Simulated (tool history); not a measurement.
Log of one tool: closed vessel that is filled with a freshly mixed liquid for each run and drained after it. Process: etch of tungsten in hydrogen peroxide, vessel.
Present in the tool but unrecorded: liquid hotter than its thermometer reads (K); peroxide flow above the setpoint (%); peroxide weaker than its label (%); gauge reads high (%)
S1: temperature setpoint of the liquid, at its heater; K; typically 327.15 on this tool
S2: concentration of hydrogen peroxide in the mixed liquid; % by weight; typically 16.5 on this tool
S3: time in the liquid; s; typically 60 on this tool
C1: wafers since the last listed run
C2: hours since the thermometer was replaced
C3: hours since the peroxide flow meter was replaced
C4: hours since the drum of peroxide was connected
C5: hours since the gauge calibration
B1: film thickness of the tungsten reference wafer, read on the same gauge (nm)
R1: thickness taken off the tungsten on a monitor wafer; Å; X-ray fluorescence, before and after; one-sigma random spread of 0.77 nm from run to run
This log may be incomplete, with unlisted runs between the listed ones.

{"run": 1, "hour": 0.0, "S1": 323.15, "S2": 16.5, "S3": 60, "C1": 0, "C2": 1368.2, "C3": 1238.8, "C4": 510.4, "C5": 338.7, "B1": 30.01, "R1": 1498.8}
{"run": 2, "hour": 27.7, "S1": 334.15, "S2": 13.5, "S3": 60, "C1": 3857, "C2": 1395.9, "C3": 1266.5, "C4": 538.1, "C5": 366.4, "B1": 30.0, "R1": 2577.0}
{"run": 3, "hour": 53.5, "S1": 334.15, "S2": 13.5, "S3": 60, "C1": 3592, "C2": 1421.7, "C3": 1292.3, "C4": 563.9, "C5": 392.2, "B1": 30.01, "R1": 2589.1}
{"run": 4, "hour": 87.0, "S1": 327.15, "S2": 16.5, "S3": 60, "C1": 4665, "C2": 1455.2, "C3": 1325.8, "C4": 597.4, "C5": 425.7, "B1": 29.98, "R1": 1902.6}
{"run": 5, "hour": 118.8, "S1": 327.15, "S2": 16.5, "S3": 60, "C1": 4428, "C2": 1487.0, "C3": 1357.6, "C4": 629.2, "C5": 457.5, "B1": 30.0, "R1": 1900.2}
{"run": 6, "hour": 149.2, "S1": 327.15, "S2": 16.5, "S3": 80, "C1": 4233, "C2": 1517.4, "C3": 1388.0, "C4": 659.6, "C5": 487.9, "B1": 29.98, "R1": 2535.1}
{"hour": 209.4, "done": "gauge calibrated"}
{"run": 7, "hour": 225.7, "S1": 327.15, "S2": 16.5, "S3": 80, "C1": 10653, "C2": 1593.9, "C3": 1464.5, "C4": 736.1, "C5": 16.3, "B1": 29.98, "R1": 2574.8}
{"run": 8, "hour": 259.9, "S1": 327.15, "S2": 16.5, "S3": 80, "C1": 4762, "C2": 1628.1, "C3": 1498.7, "C4": 770.3, "C5": 50.5, "B1": 30.0, "R1": 2548.1}
{"run": 9, "hour": 278.9, "S1": 327.15, "S2": 16.5, "S3": 60, "C1": 2645, "C2": 1647.1, "C3": 1517.7, "C4": 789.3, "C5": 69.5, "B1": 29.98, "R1": 1913.9}
{"run": 10, "hour": 313.7, "S1": 327.15, "S2": 16.5, "S3": 60, "C1": 4846, "C2": 1681.9, "C3": 1552.5, "C4": 824.1, "C5": 104.3, "B1": 29.99, "R1": 1924.4}
{"run": 11, "hour": 330.8, "S1": 333.65, "S2": 16.5, "S3": 60, "C1": 2381, "C2": 1699.0, "C3": 1569.6, "C4": 841.2, "C5": 121.4, "B1": 29.99, "R1": 2786.7}
{"hour": 364.9, "done": "peroxide flow meter replaced"}
{"run": 12, "hour": 365.4, "S1": 331.15, "S2": 14.5, "S3": 40, "C1": 4678, "C2": 1733.6, "C3": 0.5, "C4": 875.8, "C5": 156.0, "B1": 29.98, "R1": 1436.2}
{"run": 13, "hour": 387.8, "S1": 322.15, "S2": 20.5, "S3": 80, "C1": 3119, "C2": 1756.0, "C3": 22.9, "C4": 898.2, "C5": 178.4, "B1": 30.0, "R1": 1977.3}
{"run": 14, "hour": 418.1, "S1": 317.65, "S2": 21.5, "S3": 60, "C1": 4219, "C2": 1786.3, "C3": 53.2, "C4": 928.5, "C5": 208.7, "B1": 30.01, "R1": 1153.2}
{"run": 15, "hour": 435.5, "S1": 324.65, "S2": 14.5, "S3": 35, "C1": 2423, "C2": 1803.7, "C3": 70.6, "C4": 945.9, "C5": 226.1, "B1": 30.01, "R1": 860.5}
{"hour": 448.8, "done": "new drum of peroxide connected"}
{"run": 16, "hour": 454.6, "S1": 333.15, "S2": 16.5, "S3": 75, "C1": 2520, "C2": 1822.8, "C3": 89.7, "C4": 5.8, "C5": 245.2, "B1": 30.0, "R1": 3258.7}
{"run": 17, "hour": 480.3, "S1": 327.15, "S2": 16.5, "S3": 60, "C1": 3578, "C2": 1848.5, "C3": 115.4, "C4": 31.5, "C5": 270.9, "B1": 29.97, "R1": 1830.3}
{"run": 18, "hour": 512.6, "S1": 317.65, "S2": 16.5, "S3": 60, "C1": 4497, "C2": 1880.8, "C3": 147.7, "C4": 63.8, "C5": 303.2, "B1": 29.99, "R1": 1018.4}
{"run": 19, "hour": 531.8, "S1": 335.15, "S2": 13.5, "S3": 95, "C1": 2673, "C2": 1900.0, "C3": 166.9, "C4": 83.0, "C5": 322.4, "B1": 30.03, "R1": 4152.0}
{"hour": 539.4, "done": "thermometer replaced"}
{"run": 20, "hour": 552.7, "S1": 323.65, "S2": 16.5, "S3": 30, "C1": 2771, "C2": 13.3, "C3": 187.8, "C4": 103.9, "C5": 343.3, "B1": 30.0, "R1": 737.5}
{"run": 21, "hour": 575.2, "S1": 331.65, "S2": 15.0, "S3": 40, "C1": 3133, "C2": 35.8, "C3": 210.3, "C4": 126.4, "C5": 365.8, "B1": 30.01, "R1": 1528.2}
{"run": 22, "hour": 610.2, "S1": 320.15, "S2": 16.5, "S3": 85, "C1": 4873, "C2": 70.8, "C3": 245.3, "C4": 161.4, "C5": 400.8, "B1": 30.02, "R1": 1698.0}
{"run": 23, "hour": 633.2, "S1": 332.15, "S2": 13.0, "S3": 90, "C1": 3202, "C2": 93.8, "C3": 268.3, "C4": 184.4, "C5": 423.8, "B1": 30.02, "R1": 3268.6}
{"run": 24, "hour": 665.4, "S1": 327.15, "S2": 16.5, "S3": 60, "C1": 4484, "C2": 126.0, "C3": 300.5, "C4": 216.6, "C5": 456.0, "B1": 29.98, "R1": 1841.6}
{"run": 25, "hour": 699.4, "S1": 332.65, "S2": 12.0, "S3": 85, "C1": 4734, "C2": 160.0, "C3": 334.5, "C4": 250.6, "C5": 490.0, "B1": 30.01, "R1": 3068.8}
{"run": 26, "hour": 718.2, "S1": 327.15, "S2": 16.5, "S3": 60, "C1": 2617, "C2": 178.8, "C3": 353.3, "C4": 269.4, "C5": 508.8, "B1": 30.02, "R1": 1830.7}
{"run": 27, "hour": 739.6, "S1": 327.15, "S2": 16.5, "S3": 80, "C1": 2980, "C2": 200.2, "C3": 374.7, "C4": 290.8, "C5": 530.2, "B1": 30.0, "R1": 2451.7}
{"run": 28, "hour": 769.8, "S1": 337.15, "S2": 16.5, "S3": 60, "C1": 4205, "C2": 230.4, "C3": 404.9, "C4": 321.0, "C5": 560.4, "B1": 29.98, "R1": 3284.9}
{"run": 29, "hour": 785.3, "S1": 327.15, "S2": 21.0, "S3": 60, "C1": 2158, "C2": 245.9, "C3": 420.4, "C4": 336.5, "C5": 575.9, "B1": 30.0, "R1": 2079.8}
{"run": 30, "hour": 817.9, "S1": 327.15, "S2": 16.5, "S3": 60, "C1": 4539, "C2": 278.5, "C3": 453.0, "C4": 369.1, "C5": 608.5, "B1": 30.01, "R1": 1839.4}

Take each entry between the runs: how does the hidden state at the last listed run before it differ from the hidden state at the first listed run after it?
Runs 6 to 7: gauge calibrated (hour 209.4)
  peroxide flow above the setpoint (%): 10.7 -> 11.2
  measured minus no-state result, R1: +125.6 -> +133.0 Å
Runs 11 to 12: peroxide flow meter replaced (hour 364.9)
  peroxide flow above the setpoint (%): 11.9 -> 0.748
  measured minus no-state result, R1: +151.9 -> +5.3 Å
Runs 15 to 16: new drum of peroxide connected (hour 448.8)
  peroxide flow above the setpoint (%): 1.2 -> 1.32
  measured minus no-state result, R1: +5.2 -> +21.3 Å
Runs 19 to 20: thermometer replaced (hour 539.4)
  peroxide flow above the setpoint (%): 1.81 -> 1.95
  measured minus no-state result, R1: +37.2 -> +7.1 Å

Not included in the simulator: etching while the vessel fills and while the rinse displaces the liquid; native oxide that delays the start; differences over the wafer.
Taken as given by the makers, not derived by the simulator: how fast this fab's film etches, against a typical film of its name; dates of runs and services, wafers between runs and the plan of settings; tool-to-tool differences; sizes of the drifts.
